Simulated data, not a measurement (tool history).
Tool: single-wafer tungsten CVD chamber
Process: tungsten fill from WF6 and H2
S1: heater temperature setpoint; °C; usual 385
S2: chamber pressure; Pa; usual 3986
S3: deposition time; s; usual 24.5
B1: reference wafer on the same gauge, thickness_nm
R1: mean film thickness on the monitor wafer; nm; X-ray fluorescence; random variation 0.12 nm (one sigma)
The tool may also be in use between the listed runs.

run	day	S1	S2	S3	B1	R1
1	0	385	3986	24.5	52.247	52.561
2	1.017	385	3986	24.5	52.252	52.575
3	2.492	385	3986	24.5	52.177	52.544
4	3.771	385	3373	24.5	52.163	46.761
5	5.058	385	3373	24.5	52.191	46.668
6	7.833	385	3373	24.5	52.189	46.972
7	10.046	376	3986	24.5	52.234	42.965
8	13	385	3986	24.5	52.206	52.817
9	14.638	385	3986	24.5	52.2	52.665
10	16.683	385	3986	24.5	52.21	52.699
11	18.125	385	3986	24.5	52.173	52.852
12	20.733	385	3986	27	52.204	58.234
13	23.696	385	3986	27	52.22	58.25
14	24.888	385	4400	24.5	52.191	56.596
15	27.038	372	4840	21.6	52.183	39.239
# day 28.904: showerhead replaced
# day 29.529: capacitance manometer re-zeroed and calibrated
16	29.604	381	4400	20	52.198	42.122
17	32.333	391	3986	29.2	52.226	72.195
18	33.488	385	3986	20	52.268	43.257
19	35.604	395	3986	24.5	52.198	66.298
20	37.817	385	3986	21.5	52.187	46.533

Forecast run 21:
21	42.188	385	3986	22.8	?	?

B1: 52.195
R1: 49.49 nm
Without the tool's hidden state the same run would have given R1 48.424 nm.
